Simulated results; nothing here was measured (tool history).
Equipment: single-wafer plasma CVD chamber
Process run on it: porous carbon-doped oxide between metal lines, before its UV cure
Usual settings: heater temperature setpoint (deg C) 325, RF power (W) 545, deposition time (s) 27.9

run	hour	heater temperature setpoint (deg C)	RF power (W)	deposition time (s)	read-back reference wafer on the same gauge, thickness_nm	mean film thickness on the monitor wafer (Å)
1	0.0	329	545	27.9	138.285	1401.29
2	11.7	329	545	27.9	138.193	1395.91
3	26.8	325	545	27.9	138.174	1425.27
4	33.7	325	545	27.9	138.135	1422.26
5	40.2	325	545	27.9	138.104	1423.04
6	51.4	325	545	27.9	138.019	1420.00
# hour 59.8: showerhead replaced
# hour 64.4: thermocouple changed; heater temperature recalibrated
7	64.9	325	545	29.5	137.924	1496.62
# hour 67.7: gauge calibrated
8	73.0	325	655	30.5	138.692	1753.78
9	83.0	325	650	24.5	138.578	1408.38
10	90.4	315	455	31.5	138.567	1492.20
# hour 103.1: RF generator calibrated
11	103.6	333	545	27.9	138.446	1381.91
12	112.8	311	545	24.9	138.445	1359.09
13	124.6	315	455	31.5	138.350	1486.94
14	145.8	325	445	22.5	138.217	1008.58
15	161.2	325	545	27.9	138.147	1420.07

Below are 5 alternative next runs, each starting from the tool's condition after run 15. Predict each:
A	161.6	319	545	27.9	?	?
B	161.6	334	545	27.9	?	?
C	161.6	335	590	25.9	?	?
D	161.6	325	545	31.2	?	?
E	161.6	331	650	32.4	?	?

run	read-back reference wafer on the same gauge, thickness_nm	mean film thickness on the monitor wafer (Å)
A	138.131	1459.36
B	138.131	1369.23
C	138.131	1335.52
D	138.131	1584.46
E	138.131	1794.38
Had the tool no hidden state, the same runs would have come out as:
run	mean film thickness on the monitor wafer (Å)
A	1468.26
B	1377.59
C	1343.67
D	1594.13
E	1805.32
